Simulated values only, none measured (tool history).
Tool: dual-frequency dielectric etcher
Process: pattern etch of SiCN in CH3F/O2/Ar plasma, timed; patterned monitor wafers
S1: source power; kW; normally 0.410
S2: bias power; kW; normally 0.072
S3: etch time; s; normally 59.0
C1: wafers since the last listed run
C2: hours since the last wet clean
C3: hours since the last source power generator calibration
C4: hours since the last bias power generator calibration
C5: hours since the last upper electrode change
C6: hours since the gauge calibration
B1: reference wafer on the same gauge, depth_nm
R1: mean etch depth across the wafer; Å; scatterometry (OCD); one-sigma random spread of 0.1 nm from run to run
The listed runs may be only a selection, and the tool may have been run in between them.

run,hour,S1,S2,S3,C1,C2,C3,C4,C5,C6,B1,R1
1,0.0,0.490,0.072,59.0,0,402.7,4382.2,3428.3,3571.9,109.5,20.40,265.6
2,19.8,0.490,0.072,59.0,165,422.5,4402.0,3448.1,3591.7,129.3,20.37,265.1
3,33.2,0.410,0.072,72.5,112,435.9,4415.4,3461.5,3605.1,142.7,20.39,304.1
4,46.7,0.410,0.072,72.5,113,449.4,4428.9,3475.0,3618.6,156.2,20.37,302.2
5,61.7,0.410,0.072,72.5,125,464.4,4443.9,3490.0,3633.6,171.2,20.41,304.8
# hour 104.6: wet clean of the chamber
6,105.1,0.410,0.072,46.5,162,0.5,4487.3,3533.4,3677.0,214.6,20.41,194.8
# hour 143.3: source power generator calibrated
# hour 152.9: bias power generator calibrated
7,157.9,0.410,0.072,46.5,375,53.3,14.6,5.0,3729.8,267.4,20.41,195.2
8,180.2,0.510,0.065,59.0,186,75.6,36.9,27.3,3752.1,289.7,20.37,256.1
9,197.1,0.410,0.072,69.5,141,92.5,53.8,44.2,3769.0,306.6,20.41,290.0
# hour 209.9: gauge calibrated
# hour 243.4: upper electrode replaced
10,243.9,0.490,0.086,59.0,191,139.3,100.6,91.0,0.5,34.0,20.40,292.7
11,255.2,0.480,0.055,76.0,94,150.6,111.9,102.3,11.8,45.3,20.41,287.8
12,272.6,0.510,0.072,74.5,145,168.0,129.3,119.7,29.2,62.7,20.39,340.2
13,295.6,0.490,0.086,59.0,192,191.0,152.3,142.7,52.2,85.7,20.35,291.5
14,322.1,0.410,0.072,59.0,222,217.5,178.8,169.2,78.7,112.2,20.39,246.2
15,334.7,0.410,0.072,59.0,105,230.1,191.4,181.8,91.3,124.8,20.37,245.8

Here are 3 independent what-if runs from the current tool condition. What would each one return?
A,335.1,0.410,0.066,59.0,3,230.5,191.8,182.2,91.7,125.2,?,?
B,335.1,0.360,0.072,59.0,3,230.5,191.8,182.2,91.7,125.2,?,?
C,335.1,0.350,0.090,59.0,3,230.5,191.8,182.2,91.7,125.2,?,?

run,B1,R1
A,20.40,233.7
B,20.40,232.2
C,20.40,259.7
The same runs, with their run-to-run variation unchanged, on a tool lacking any hidden condition would have given:
run,R1
A,233.7
B,232.2
C,259.7
